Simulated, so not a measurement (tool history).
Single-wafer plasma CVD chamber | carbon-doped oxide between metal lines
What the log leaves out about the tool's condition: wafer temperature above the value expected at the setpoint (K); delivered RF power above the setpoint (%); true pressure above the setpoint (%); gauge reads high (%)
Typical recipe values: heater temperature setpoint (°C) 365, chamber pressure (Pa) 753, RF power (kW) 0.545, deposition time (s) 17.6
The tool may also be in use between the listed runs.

| run | day | heater temperature setpoint (°C) | chamber pressure (Pa) | RF power (kW) | deposition time (s) | wafers since the last listed run | hours since the last thermocouple change | hours since the last RF generator calibration | hours since the last manometer calibration | hours since the showerhead was replaced | hours since the gauge calibration | read-back reference wafer on the same gauge, thickness_nm | mean film thickness on the monitor wafer (Å) |
|---|---|---|---|---|---|---|---|---|---|---|---|---|---|
| 1 | 0.000 | 354 | 753 | 0.545 | 17.6 | 0 | 810.4 | 1074.0 | 1533.6 | 6057.0 | 1439.5 | 80.056 | 895.79 |
| 2 | 1.379 | 365 | 753 | 0.545 | 17.6 | 748 | 843.5 | 1107.1 | 1566.7 | 6090.1 | 1472.6 | 79.966 | 884.66 |
| 3 | 3.796 | 365 | 753 | 0.545 | 17.6 | 1311 | 901.5 | 1165.1 | 1624.7 | 6148.1 | 1530.6 | 79.969 | 877.99 |
| 4 | 6.221 | 365 | 753 | 0.465 | 17.6 | 1315 | 959.7 | 1223.3 | 1682.9 | 6206.3 | 1588.8 | 79.989 | 728.89 |
| 5 | 7.988 | 365 | 753 | 0.465 | 17.6 | 958 | 1002.1 | 1265.7 | 1725.3 | 6248.7 | 1631.2 | 79.944 | 724.00 |
| 6 | 9.092 | 365 | 753 | 0.465 | 17.6 | 599 | 1028.6 | 1292.2 | 1751.8 | 6275.2 | 1657.7 | 79.899 | 736.53 |
| 7 | 11.379 | 365 | 753 | 0.545 | 17.6 | 1241 | 1083.5 | 1347.1 | 1806.7 | 6330.1 | 1712.6 | 80.083 | 872.65 |
| 8 | 13.075 | 365 | 753 | 0.545 | 17.6 | 920 | 1124.2 | 1387.8 | 1847.4 | 6370.8 | 1753.3 | 79.842 | 858.77 |
|  | 13.492 | showerhead replaced |
| 9 | 14.204 | 365 | 753 | 0.545 | 17.6 | 431 | 1151.3 | 1414.9 | 1874.5 | 17.1 | 1780.4 | 80.045 | 858.06 |
| 10 | 16.954 | 365 | 753 | 0.545 | 17.6 | 1492 | 1217.3 | 1480.9 | 1940.5 | 83.1 | 1846.4 | 79.956 | 853.51 |
| 11 | 18.892 | 365 | 753 | 0.545 | 17.6 | 1051 | 1263.8 | 1527.4 | 1987.0 | 129.6 | 1892.9 | 80.076 | 853.19 |
| 12 | 20.054 | 365 | 753 | 0.495 | 17.6 | 630 | 1291.7 | 1555.3 | 2014.9 | 157.5 | 1920.8 | 80.019 | 772.49 |
|  | 20.433 | gauge calibrated |
| 13 | 22.321 | 365 | 753 | 0.495 | 17.6 | 1229 | 1346.1 | 1609.7 | 2069.3 | 211.9 | 45.3 | 80.028 | 766.84 |
| 14 | 24.954 | 354 | 897 | 0.505 | 20.3 | 1428 | 1409.3 | 1672.9 | 2132.5 | 275.1 | 108.5 | 79.991 | 922.92 |
|  | 26.079 | RF generator calibrated |
| 15 | 27.858 | 365 | 753 | 0.480 | 17.6 | 1394 | 1479.0 | 42.7 | 2202.2 | 344.8 | 178.2 | 80.063 | 797.10 |
|  | 31.617 | capacitance manometer re-zeroed and calibrated |
| 16 | 35.233 | 365 | 673 | 0.445 | 20.3 | 3820 | 1656.0 | 219.7 | 86.8 | 521.8 | 355.2 | 80.015 | 826.25 |
| 17 | 36.700 | 354 | 753 | 0.545 | 17.6 | 795 | 1691.2 | 254.9 | 122.0 | 557.0 | 390.4 | 80.023 | 927.47 |
| 18 | 38.012 | 376 | 636 | 0.585 | 14.8 | 712 | 1722.7 | 286.4 | 153.5 | 588.5 | 421.9 | 79.932 | 782.70 |

Run 19 comes next. What will it give?
| 19 | 40.767 | 365 | 753 | 0.545 | 17.6 | 1494 | 1788.8 | 352.5 | 219.6 | 654.6 | 488.0 | ? | ? |

{"run 19": {"read-back reference wafer on the same gauge, thickness_nm": 79.988, "mean film thickness on the monitor wafer (Å)": 905.51}}
With no hidden state in the tool, this same run would have given mean film thickness on the monitor wafer (Å) 919.31.

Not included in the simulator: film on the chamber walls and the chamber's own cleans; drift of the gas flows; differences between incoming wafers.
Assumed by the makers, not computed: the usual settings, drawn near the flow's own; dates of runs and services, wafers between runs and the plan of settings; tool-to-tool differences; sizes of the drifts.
